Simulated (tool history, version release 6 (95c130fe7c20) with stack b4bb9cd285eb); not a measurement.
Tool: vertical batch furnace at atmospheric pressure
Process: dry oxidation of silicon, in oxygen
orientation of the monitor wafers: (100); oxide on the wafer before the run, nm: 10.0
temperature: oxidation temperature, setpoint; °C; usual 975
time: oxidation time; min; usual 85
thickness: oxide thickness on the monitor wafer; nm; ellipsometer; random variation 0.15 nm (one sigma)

| run | hour | temperature | time | wafers since the last listed run | hours since the last temperature calibration | hours since the boat lift was adjusted | hours since the gauge calibration | read-back reference wafer on the same gauge, thickness | thickness |
|---|---|---|---|---|---|---|---|---|---|
| 1 | 0 | 975 | 115.5 | 0 | 2566.2 | 3101.4 | 357.5 | 43.76 | 59.6 |
| 2 | 85.6 | 975 | 115.5 | 1178 | 2651.8 | 3187 | 443.1 | 43.8 | 59.3 |
| 3 | 141.7 | 975 | 111 | 772 | 2707.9 | 3243.1 | 499.2 | 43.79 | 57.84 |
| 4 | 244.8 | 975 | 111 | 1419 | 2811 | 3346.2 | 602.3 | 43.75 | 57.72 |
| 5 | 284.8 | 975 | 111 | 550 | 2851 | 3386.2 | 642.3 | 43.75 | 57.9 |
| 6 | 375.4 | 975 | 85 | 1247 | 2941.6 | 3476.8 | 732.9 | 43.74 | 48.61 |
| 7 | 486.7 | 975 | 85 | 1531 | 3052.9 | 3588.1 | 844.2 | 43.83 | 48.52 |
| 8 | 582.3 | 962 | 85 | 1315 | 3148.5 | 3683.7 | 939.8 | 43.8 | 44.65 |
|  | 608.4 | gauge calibrated |
|  | 663.2 | thermocouples replaced and temperature profile calibrated |
| 9 | 663.7 | 990 | 76 | 790 | 0.5 | 3765.1 | 55.3 | 43.76 | 52.2 |
| 10 | 733.1 | 990 | 76 | 955 | 69.9 | 3834.5 | 124.7 | 43.8 | 52.39 |
| 11 | 788.2 | 975 | 85 | 758 | 125 | 3889.6 | 179.8 | 43.79 | 49.28 |
|  | 850.9 | boat lift adjusted |
|  | 881.3 | thermocouples replaced and temperature profile calibrated, repeated, since the last time left the tool worse |
| 12 | 881.8 | 983 | 85 | 627 | 0.5 | 30.9 | 273.4 | 43.79 | 50.25 |
| 13 | 946.5 | 975 | 85 | 890 | 65.2 | 95.6 | 338.1 | 43.74 | 47.47 |
| 14 | 1018.6 | 985 | 127.5 | 992 | 137.3 | 167.7 | 410.2 | 43.84 | 66.98 |
| 15 | 1080.3 | 951 | 103 | 849 | 199 | 229.4 | 471.9 | 43.72 | 45.05 |
| 16 | 1169.3 | 975 | 111 | 1225 | 288 | 318.4 | 560.9 | 43.79 | 56.8 |
| 17 | 1233.2 | 994 | 85 | 879 | 351.9 | 382.3 | 624.8 | 43.83 | 55.8 |
| 18 | 1340 | 981 | 109 | 1470 | 458.7 | 489.1 | 731.6 | 43.8 | 58.71 |
| 19 | 1383 | 981 | 85 | 591 | 501.7 | 532.1 | 774.6 | 43.84 | 49.95 |
| 20 | 1444.7 | 975 | 106.5 | 849 | 563.4 | 593.8 | 836.3 | 43.84 | 55.45 |

Forecast run 21:
| 21 | 1546.5 | 964 | 70 | 1401 | 665.2 | 695.6 | 938.1 | ? | ? |

read-back reference wafer on the same gauge, thickness: 43.81
thickness: 39.56 nm
Without the tool's hidden state the same run would have given thickness 39.06 nm.

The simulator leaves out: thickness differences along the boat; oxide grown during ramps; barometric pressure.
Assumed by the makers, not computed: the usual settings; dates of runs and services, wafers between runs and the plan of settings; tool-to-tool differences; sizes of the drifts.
